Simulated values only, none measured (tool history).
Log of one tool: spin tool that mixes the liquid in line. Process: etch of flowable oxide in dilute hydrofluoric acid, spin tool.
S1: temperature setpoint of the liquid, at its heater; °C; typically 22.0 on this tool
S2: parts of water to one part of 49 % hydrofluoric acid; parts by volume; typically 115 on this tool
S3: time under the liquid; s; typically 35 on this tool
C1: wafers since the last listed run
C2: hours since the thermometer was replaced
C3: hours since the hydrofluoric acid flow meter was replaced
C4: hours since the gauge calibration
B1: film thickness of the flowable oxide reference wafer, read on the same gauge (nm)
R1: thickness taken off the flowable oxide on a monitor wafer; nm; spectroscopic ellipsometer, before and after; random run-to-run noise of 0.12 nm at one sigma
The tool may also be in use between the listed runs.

{"run": 1, "hour": 0.0, "S1": 22.0, "S2": 115, "S3": 35, "C1": 0, "C2": 1876.8, "C3": 1034.3, "C4": 429.0, "B1": 80.0, "R1": 13.55}
{"run": 2, "hour": 27.4, "S1": 22.0, "S2": 115, "S3": 35, "C1": 205, "C2": 1904.2, "C3": 1061.7, "C4": 456.4, "B1": 80.0, "R1": 13.59}
{"run": 3, "hour": 86.7, "S1": 22.0, "S2": 115, "S3": 35, "C1": 445, "C2": 1963.5, "C3": 1121.0, "C4": 515.7, "B1": 80.02, "R1": 13.55}
{"run": 4, "hour": 101.5, "S1": 22.0, "S2": 115, "S3": 35, "C1": 111, "C2": 1978.3, "C3": 1135.8, "C4": 530.5, "B1": 79.99, "R1": 13.55}
{"run": 5, "hour": 132.8, "S1": 22.0, "S2": 115, "S3": 35, "C1": 234, "C2": 2009.6, "C3": 1167.1, "C4": 561.8, "B1": 80.0, "R1": 13.27}
{"run": 6, "hour": 147.8, "S1": 22.0, "S2": 115, "S3": 35, "C1": 112, "C2": 2024.6, "C3": 1182.1, "C4": 576.8, "B1": 80.0, "R1": 13.59}
{"run": 7, "hour": 175.5, "S1": 22.0, "S2": 115, "S3": 50, "C1": 207, "C2": 2052.3, "C3": 1209.8, "C4": 604.5, "B1": 79.98, "R1": 19.42}
{"hour": 189.8, "done": "thermometer replaced"}
{"run": 8, "hour": 208.9, "S1": 22.0, "S2": 115, "S3": 50, "C1": 243, "C2": 19.1, "C3": 1243.2, "C4": 637.9, "B1": 79.98, "R1": 17.93}
{"run": 9, "hour": 235.9, "S1": 22.0, "S2": 115, "S3": 35, "C1": 202, "C2": 46.1, "C3": 1270.2, "C4": 664.9, "B1": 80.02, "R1": 12.5}
{"run": 10, "hour": 255.5, "S1": 22.0, "S2": 155, "S3": 35, "C1": 147, "C2": 65.7, "C3": 1289.8, "C4": 684.5, "B1": 80.0, "R1": 8.92}
{"run": 11, "hour": 278.8, "S1": 22.0, "S2": 155, "S3": 35, "C1": 174, "C2": 89.0, "C3": 1313.1, "C4": 707.8, "B1": 80.01, "R1": 8.85}
{"run": 12, "hour": 301.5, "S1": 22.0, "S2": 115, "S3": 35, "C1": 170, "C2": 111.7, "C3": 1335.8, "C4": 730.5, "B1": 79.97, "R1": 12.52}
{"run": 13, "hour": 314.8, "S1": 22.0, "S2": 115, "S3": 35, "C1": 99, "C2": 125.0, "C3": 1349.1, "C4": 743.8, "B1": 80.02, "R1": 12.76}
{"hour": 346.8, "done": "hydrofluoric acid flow meter replaced"}
{"run": 14, "hour": 349.8, "S1": 20.0, "S2": 155, "S3": 35, "C1": 255, "C2": 160.0, "C3": 3.0, "C4": 778.8, "B1": 80.01, "R1": 8.24}
{"run": 15, "hour": 367.9, "S1": 23.5, "S2": 85, "S3": 20, "C1": 135, "C2": 178.1, "C3": 21.1, "C4": 796.9, "B1": 80.0, "R1": 10.63}
{"hour": 392.5, "done": "gauge calibrated"}
{"run": 16, "hour": 393.6, "S1": 20.0, "S2": 60, "S3": 20, "C1": 192, "C2": 203.8, "C3": 46.8, "C4": 1.1, "B1": 79.99, "R1": 13.63}
{"run": 17, "hour": 428.7, "S1": 19.5, "S2": 115, "S3": 30, "C1": 263, "C2": 238.9, "C3": 81.9, "C4": 36.2, "B1": 80.02, "R1": 9.84}
{"run": 18, "hour": 443.3, "S1": 25.5, "S2": 160, "S3": 35, "C1": 109, "C2": 253.5, "C3": 96.5, "C4": 50.8, "B1": 79.96, "R1": 9.84}
{"run": 19, "hour": 467.5, "S1": 22.0, "S2": 115, "S3": 35, "C1": 181, "C2": 277.7, "C3": 120.7, "C4": 75.0, "B1": 80.02, "R1": 12.52}
{"run": 20, "hour": 494.6, "S1": 25.5, "S2": 160, "S3": 35, "C1": 203, "C2": 304.8, "C3": 147.8, "C4": 102.1, "B1": 80.01, "R1": 9.82}
{"run": 21, "hour": 518.4, "S1": 22.0, "S2": 75, "S3": 35, "C1": 178, "C2": 328.6, "C3": 171.6, "C4": 125.9, "B1": 79.94, "R1": 20.2}
{"run": 22, "hour": 548.3, "S1": 22.0, "S2": 115, "S3": 20, "C1": 224, "C2": 358.5, "C3": 201.5, "C4": 155.8, "B1": 79.99, "R1": 7.21}
{"run": 23, "hour": 633.7, "S1": 20.0, "S2": 155, "S3": 35, "C1": 640, "C2": 443.9, "C3": 286.9, "C4": 241.2, "B1": 79.99, "R1": 8.41}
{"run": 24, "hour": 650.8, "S1": 20.0, "S2": 175, "S3": 40, "C1": 128, "C2": 461.0, "C3": 304.0, "C4": 258.3, "B1": 79.96, "R1": 8.17}
{"run": 25, "hour": 676.2, "S1": 19.0, "S2": 70, "S3": 55, "C1": 190, "C2": 486.4, "C3": 329.4, "C4": 283.7, "B1": 79.99, "R1": 30.32}
{"run": 26, "hour": 697.6, "S1": 22.0, "S2": 115, "S3": 35, "C1": 160, "C2": 507.8, "C3": 350.8, "C4": 305.1, "B1": 79.97, "R1": 12.54}
{"run": 27, "hour": 714.5, "S1": 19.5, "S2": 115, "S3": 55, "C1": 126, "C2": 524.7, "C3": 367.7, "C4": 322.0, "B1": 80.04, "R1": 17.93}
{"run": 28, "hour": 743.3, "S1": 17.0, "S2": 115, "S3": 35, "C1": 216, "C2": 553.5, "C3": 396.5, "C4": 350.8, "B1": 80.03, "R1": 10.44}
{"run": 29, "hour": 774.8, "S1": 19.0, "S2": 115, "S3": 55, "C1": 236, "C2": 585.0, "C3": 428.0, "C4": 382.3, "B1": 80.03, "R1": 17.78}
{"run": 30, "hour": 788.5, "S1": 22.0, "S2": 115, "S3": 35, "C1": 102, "C2": 598.7, "C3": 441.7, "C4": 396.0, "B1": 79.95, "R1": 12.83}
{"run": 31, "hour": 802.1, "S1": 22.0, "S2": 95, "S3": 50, "C1": 102, "C2": 612.3, "C3": 455.3, "C4": 409.6, "B1": 80.01, "R1": 22.07}
{"run": 32, "hour": 824.5, "S1": 22.0, "S2": 115, "S3": 35, "C1": 168, "C2": 634.7, "C3": 477.7, "C4": 432.0, "B1": 80.02, "R1": 12.63}
{"run": 33, "hour": 849.6, "S1": 22.0, "S2": 115, "S3": 35, "C1": 188, "C2": 659.8, "C3": 502.8, "C4": 457.1, "B1": 79.99, "R1": 12.7}
{"run": 34, "hour": 885.5, "S1": 22.0, "S2": 115, "S3": 35, "C1": 269, "C2": 695.7, "C3": 538.7, "C4": 493.0, "B1": 79.97, "R1": 12.64}

Branching from run 34: 4 alternative next runs. What would each branch give?
{"run": "A", "hour": 885.9, "S1": 22.0, "S2": 115, "S3": 35, "C1": 3, "C2": 696.1, "C3": 539.1, "C4": 493.4, "B1": "?", "R1": "?"}
{"run": "B", "hour": 885.9, "S1": 19.0, "S2": 65, "S3": 35, "C1": 3, "C2": 696.1, "C3": 539.1, "C4": 493.4, "B1": "?", "R1": "?"}
{"run": "C", "hour": 885.9, "S1": 22.0, "S2": 55, "S3": 35, "C1": 3, "C2": 696.1, "C3": 539.1, "C4": 493.4, "B1": "?", "R1": "?"}
{"run": "D", "hour": 885.9, "S1": 25.5, "S2": 145, "S3": 45, "C1": 3, "C2": 696.1, "C3": 539.1, "C4": 493.4, "B1": "?", "R1": "?"}

run=A B1=80.01 R1=13.01
run=B B1=80.01 R1=21.59
run=C B1=80.01 R1=29.28
run=D B1=80.01 R1=14.64
With the hidden condition removed and each run's random variation left untouched, the same runs would have given:
run=A R1=12.52
run=B R1=20.73
run=C R1=28.12
run=D R1=14.12
